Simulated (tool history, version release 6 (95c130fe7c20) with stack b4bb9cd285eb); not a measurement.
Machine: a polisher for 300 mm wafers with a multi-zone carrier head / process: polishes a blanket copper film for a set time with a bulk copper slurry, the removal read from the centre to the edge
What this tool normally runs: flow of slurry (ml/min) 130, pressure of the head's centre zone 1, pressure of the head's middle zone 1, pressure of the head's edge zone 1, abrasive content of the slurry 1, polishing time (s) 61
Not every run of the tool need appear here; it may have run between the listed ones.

run,hour,flow of slurry (ml/min),pressure of the head's centre zone,pressure of the head's middle zone,pressure of the head's edge zone,abrasive content of the slurry,polishing time (s),"incoming thickness of the incoming film, nm",film removed at the wafer's centre (Å),film removed at mid-radius (Å),film removed at the wafer's edge (Å)
1,0,130,1,1,1,1,61,4095.4,7018,7207,7068
# hour 49.5: edge zone pressure recalibrated
2,76.1,130,1,1,1,1,61,4127.2,6831,6785,6753
3,97.9,130,1,1,1,1,61,4115.6,6993,6828,6649
4,125.8,150,1,1,1,0.75,61,4097.3,6309,6493,6312
# hour 145.2: worn pad replaced by a new one
5,159.4,130,0.93,1,1.09,1,61,4024.5,6678,7233,7286
6,190.7,115,1,1,1,1,76,4059.5,8297,8278,8487
7,290.9,130,1,1,1,1,61,4149.8,6823,6846,6723
8,304.6,130,1,1,1,1,48,4148.7,5260,5287,5365
9,319.8,130,0.92,1.05,1,1,61,4090.5,6249,6784,6575
# hour 330.8: centre zone pressure recalibrated
10,333.4,165,1.07,1,1,1,61,4110.9,7421,6927,6790
# hour 350.5: worn pad replaced by a new one
11,355,130,1,1,1,1,61,4087.1,7111,7255,7094
# hour 375.9: carrier head's membrane replaced by a new one
12,389.9,130,1,1,1,0.75,67,4162.4,7297,7183,7021
13,418,130,0.96,1,0.95,1,76,4037.9,8326,8919,8290
14,441.2,90,1.1,1,1,1,61,4072,6669,6333,6475
15,455,130,1,0.97,1.12,1,79,4132.5,8923,8906,9326
16,476.9,105,1.11,1,1,1.1,72,4110.6,8529,7831,7903
17,500.9,130,1,1,1,1,61,4183,6554,6745,6550
# hour 515.8: worn pad replaced by a new one
18,535.6,130,1,1.05,1,1,61,4084.5,6985,7322,7019
# hour 552.1: edge zone pressure recalibrated
19,555.7,130,1,0.9,1.03,1.1,61,4147.9,7140,6822,7139
20,579.5,130,1,1,1,1.1,70,4111.5,8355,8204,8079

Branching from run 20: 5 alternative next runs. What would each branch give?
A,579.9,130,1.09,1,1,1,61,4180.5,?,?,?
B,579.9,90,1,1,1,1,48,4180.5,?,?,?
C,579.9,130,0.96,1,1.07,1,61,4180.5,?,?,?
D,579.9,130,1,1,1,0.8,61,4180.5,?,?,?
E,579.9,130,1.08,1,1,1,61,4180.5,?,?,?

run,film removed at the wafer's centre (Å),film removed at mid-radius (Å),film removed at the wafer's edge (Å)
A,7501,6990,6899
B,4916,5024,5100
C,6688,6993,7132
D,6541,6592,6504
E,7439,6990,6899
Without the tool's unlogged condition, the same runs would have read:
run,film removed at the wafer's centre (Å),film removed at mid-radius (Å),film removed at the wafer's edge (Å)
A,7666,7143,7050
B,5024,5134,5212
C,6834,7147,7288
D,6684,6737,6646
E,7602,7143,7050
